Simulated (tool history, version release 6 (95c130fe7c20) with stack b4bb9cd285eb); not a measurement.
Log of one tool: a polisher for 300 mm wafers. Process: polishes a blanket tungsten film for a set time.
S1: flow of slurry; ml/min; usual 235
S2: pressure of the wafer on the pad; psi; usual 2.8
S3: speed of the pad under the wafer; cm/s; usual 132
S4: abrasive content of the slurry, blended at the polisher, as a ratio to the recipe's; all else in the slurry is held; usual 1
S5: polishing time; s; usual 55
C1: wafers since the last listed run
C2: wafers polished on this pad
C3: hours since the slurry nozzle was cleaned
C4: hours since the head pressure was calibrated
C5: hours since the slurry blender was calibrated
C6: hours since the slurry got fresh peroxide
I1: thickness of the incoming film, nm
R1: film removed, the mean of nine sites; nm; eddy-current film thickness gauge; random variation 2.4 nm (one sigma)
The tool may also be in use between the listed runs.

{"run": 1, "hour": 0.0, "S1": 235, "S2": 2.8, "S3": 164, "S4": 1, "S5": 55, "C1": 0, "C2": 5697, "C3": 26.2, "C4": 25, "C5": 606.4, "C6": 385.8, "I1": 1536.4, "R1": 317.3}
{"hour": 35.5, "done": "slurry blender recalibrated"}
{"run": 2, "hour": 76.6, "S1": 235, "S2": 2.8, "S3": 132, "S4": 1, "S5": 55, "C1": 890, "C2": 6588, "C3": 102.8, "C4": 101.6, "C5": 41.1, "C6": 462.4, "I1": 1524.2, "R1": 249.4}
{"hour": 85.9, "done": "worn pad replaced by a new one"}
{"hour": 96.0, "done": "slurry tank refilled with fresh slurry and peroxide"}
{"run": 3, "hour": 117.3, "S1": 235, "S2": 2.8, "S3": 132, "S4": 1, "S5": 55, "C1": 426, "C2": 362, "C3": 143.5, "C4": 142.3, "C5": 81.8, "C6": 21.3, "I1": 1548, "R1": 269.4}
{"run": 4, "hour": 192.8, "S1": 235, "S2": 2.8, "S3": 132, "S4": 1, "S5": 55, "C1": 901, "C2": 1263, "C3": 219, "C4": 217.8, "C5": 157.3, "C6": 96.8, "I1": 1564.8, "R1": 268.4}
{"run": 5, "hour": 300.0, "S1": 235, "S2": 2.8, "S3": 132, "S4": 1, "S5": 55, "C1": 1279, "C2": 2543, "C3": 326.2, "C4": 325, "C5": 264.5, "C6": 204, "I1": 1527.1, "R1": 264.5}
{"run": 6, "hour": 394.4, "S1": 235, "S2": 2.8, "S3": 132, "S4": 1, "S5": 55, "C1": 1126, "C2": 3670, "C3": 420.6, "C4": 419.4, "C5": 358.9, "C6": 298.4, "I1": 1507.5, "R1": 265.2}
{"hour": 466.3, "done": "head pressure recalibrated"}
{"run": 7, "hour": 473.4, "S1": 235, "S2": 2.8, "S3": 132, "S4": 1, "S5": 55, "C1": 919, "C2": 4589, "C3": 499.6, "C4": 7.1, "C5": 437.9, "C6": 377.4, "I1": 1540.3, "R1": 257.4}
{"hour": 553.5, "done": "slurry blender recalibrated"}
{"run": 8, "hour": 554.0, "S1": 200, "S2": 2.8, "S3": 90, "S4": 1, "S5": 55, "C1": 938, "C2": 5528, "C3": 580.2, "C4": 87.7, "C5": 0.5, "C6": 458, "I1": 1536.3, "R1": 171.7}
{"hour": 587.1, "done": "slurry nozzle cleaned"}
{"hour": 587.2, "done": "worn pad replaced by a new one"}
{"run": 9, "hour": 594.6, "S1": 235, "S2": 2.8, "S3": 154, "S4": 1, "S5": 55, "C1": 470, "C2": 88, "C3": 7.5, "C4": 128.3, "C5": 41.1, "C6": 498.6, "I1": 1536.8, "R1": 296.5}
{"run": 10, "hour": 636.6, "S1": 235, "S2": 2.8, "S3": 132, "S4": 1, "S5": 55, "C1": 501, "C2": 589, "C3": 49.5, "C4": 170.3, "C5": 83.1, "C6": 540.6, "I1": 1525.2, "R1": 255.7}
{"hour": 703.4, "done": "slurry tank refilled with fresh slurry and peroxide"}
{"run": 11, "hour": 738.4, "S1": 260, "S2": 3.4, "S3": 132, "S4": 1.2, "S5": 55, "C1": 1203, "C2": 1792, "C3": 151.3, "C4": 272.1, "C5": 184.9, "C6": 35, "I1": 1551.1, "R1": 322.7}
{"run": 12, "hour": 810.6, "S1": 235, "S2": 2.8, "S3": 132, "S4": 1, "S5": 55, "C1": 861, "C2": 2654, "C3": 223.5, "C4": 344.3, "C5": 257.1, "C6": 107.2, "I1": 1557.9, "R1": 267.7}
{"run": 13, "hour": 862.4, "S1": 235, "S2": 2.8, "S3": 132, "S4": 0.7, "S5": 55, "C1": 618, "C2": 3272, "C3": 275.3, "C4": 396.1, "C5": 308.9, "C6": 159, "I1": 1561.6, "R1": 248.7}
{"run": 14, "hour": 907.7, "S1": 235, "S2": 2.8, "S3": 164, "S4": 1, "S5": 55, "C1": 540, "C2": 3813, "C3": 320.6, "C4": 441.4, "C5": 354.2, "C6": 204.3, "I1": 1560.2, "R1": 334.6}
{"hour": 942.1, "done": "head pressure recalibrated"}
{"run": 15, "hour": 974.9, "S1": 235, "S2": 3.4, "S3": 178, "S4": 1.15, "S5": 42, "C1": 778, "C2": 4592, "C3": 387.8, "C4": 32.8, "C5": 421.4, "C6": 271.5, "I1": 1537.7, "R1": 313.7}
{"run": 16, "hour": 1054.8, "S1": 235, "S2": 2.8, "S3": 168, "S4": 1, "S5": 55, "C1": 953, "C2": 5545, "C3": 467.7, "C4": 112.7, "C5": 501.3, "C6": 351.4, "I1": 1565.4, "R1": 334.8}
{"hour": 1073.1, "done": "slurry nozzle cleaned"}
{"hour": 1084.7, "done": "slurry blender recalibrated"}
{"run": 17, "hour": 1100.5, "S1": 235, "S2": 3.5, "S3": 132, "S4": 1, "S5": 70, "C1": 509, "C2": 6055, "C3": 27.4, "C4": 158.4, "C5": 15.8, "C6": 397.1, "I1": 1550.6, "R1": 380.5}
{"run": 18, "hour": 1143.0, "S1": 295, "S2": 3.5, "S3": 132, "S4": 0.85, "S5": 55, "C1": 507, "C2": 6562, "C3": 69.9, "C4": 200.9, "C5": 58.3, "C6": 439.6, "I1": 1548, "R1": 298.3}
{"run": 19, "hour": 1180.8, "S1": 235, "S2": 2.8, "S3": 132, "S4": 0.85, "S5": 55, "C1": 451, "C2": 7014, "C3": 107.7, "C4": 238.7, "C5": 96.1, "C6": 477.4, "I1": 1538.5, "R1": 245.4}
{"hour": 1187.2, "done": "worn pad replaced by a new one"}
{"run": 20, "hour": 1217.8, "S1": 235, "S2": 2.8, "S3": 132, "S4": 1, "S5": 55, "C1": 393, "C2": 365, "C3": 144.7, "C4": 275.7, "C5": 133.1, "C6": 514.4, "I1": 1565.1, "R1": 253.8}
{"hour": 1276.4, "done": "slurry tank refilled with fresh slurry and peroxide"}
{"run": 21, "hour": 1293.4, "S1": 305, "S2": 3.3, "S3": 132, "S4": 1, "S5": 73, "C1": 890, "C2": 1256, "C3": 220.3, "C4": 351.3, "C5": 208.7, "C6": 17, "I1": 1549.7, "R1": 411.5}
{"run": 22, "hour": 1378.1, "S1": 235, "S2": 2.8, "S3": 132, "S4": 1, "S5": 55, "C1": 1011, "C2": 2267, "C3": 305, "C4": 436, "C5": 293.4, "C6": 101.7, "I1": 1542.4, "R1": 268}
{"run": 23, "hour": 1430.0, "S1": 170, "S2": 3.5, "S3": 132, "S4": 1, "S5": 39, "C1": 619, "C2": 2886, "C3": 356.9, "C4": 487.9, "C5": 345.3, "C6": 153.6, "I1": 1550.3, "R1": 210.9}
{"hour": 1467.0, "done": "head pressure recalibrated"}
{"run": 24, "hour": 1485.8, "S1": 235, "S2": 2.8, "S3": 178, "S4": 1, "S5": 55, "C1": 642, "C2": 3529, "C3": 412.7, "C4": 18.8, "C5": 401.1, "C6": 209.4, "I1": 1549.9, "R1": 355.2}
{"run": 25, "hour": 1553.9, "S1": 235, "S2": 2.8, "S3": 90, "S4": 1, "S5": 49, "C1": 812, "C2": 4341, "C3": 480.8, "C4": 86.9, "C5": 469.2, "C6": 277.5, "I1": 1525.2, "R1": 157.9}
{"hour": 1556.2, "done": "slurry nozzle cleaned"}
{"run": 26, "hour": 1591.4, "S1": 295, "S2": 3.5, "S3": 132, "S4": 0.85, "S5": 55, "C1": 435, "C2": 4777, "C3": 35.2, "C4": 124.4, "C5": 506.7, "C6": 315, "I1": 1523.7, "R1": 298.9}
{"hour": 1598.4, "done": "slurry blender recalibrated"}
{"run": 27, "hour": 1685.5, "S1": 170, "S2": 2.8, "S3": 132, "S4": 0.8, "S5": 55, "C1": 1099, "C2": 5877, "C3": 129.3, "C4": 218.5, "C5": 87.1, "C6": 409.1, "I1": 1568, "R1": 235.8}

3 ways to go on from here, each from the tool as it stands after run 27. What would each give?
{"run": "A", "hour": 1685.9, "S1": 235, "S2": 2.8, "S3": 132, "S4": 1, "S5": 55, "C1": 4, "C2": 5881, "C3": 129.7, "C4": 218.9, "C5": 87.5, "C6": 409.5, "I1": 1556, "R1": "?"}
{"run": "B", "hour": 1685.9, "S1": 235, "S2": 2.8, "S3": 158, "S4": 0.75, "S5": 55, "C1": 4, "C2": 5881, "C3": 129.7, "C4": 218.9, "C5": 87.5, "C6": 409.5, "I1": 1556, "R1": "?"}
{"run": "C", "hour": 1685.9, "S1": 235, "S2": 2.8, "S3": 164, "S4": 0.75, "S5": 55, "C1": 4, "C2": 5881, "C3": 129.7, "C4": 218.9, "C5": 87.5, "C6": 409.5, "I1": 1556, "R1": "?"}

run=A R1=256.1
run=B R1=289.3
run=C R1=300.3
Without the tool's hidden state the same runs would have given:
run=A R1=269.3
run=B R1=304.1
run=C R1=315.7

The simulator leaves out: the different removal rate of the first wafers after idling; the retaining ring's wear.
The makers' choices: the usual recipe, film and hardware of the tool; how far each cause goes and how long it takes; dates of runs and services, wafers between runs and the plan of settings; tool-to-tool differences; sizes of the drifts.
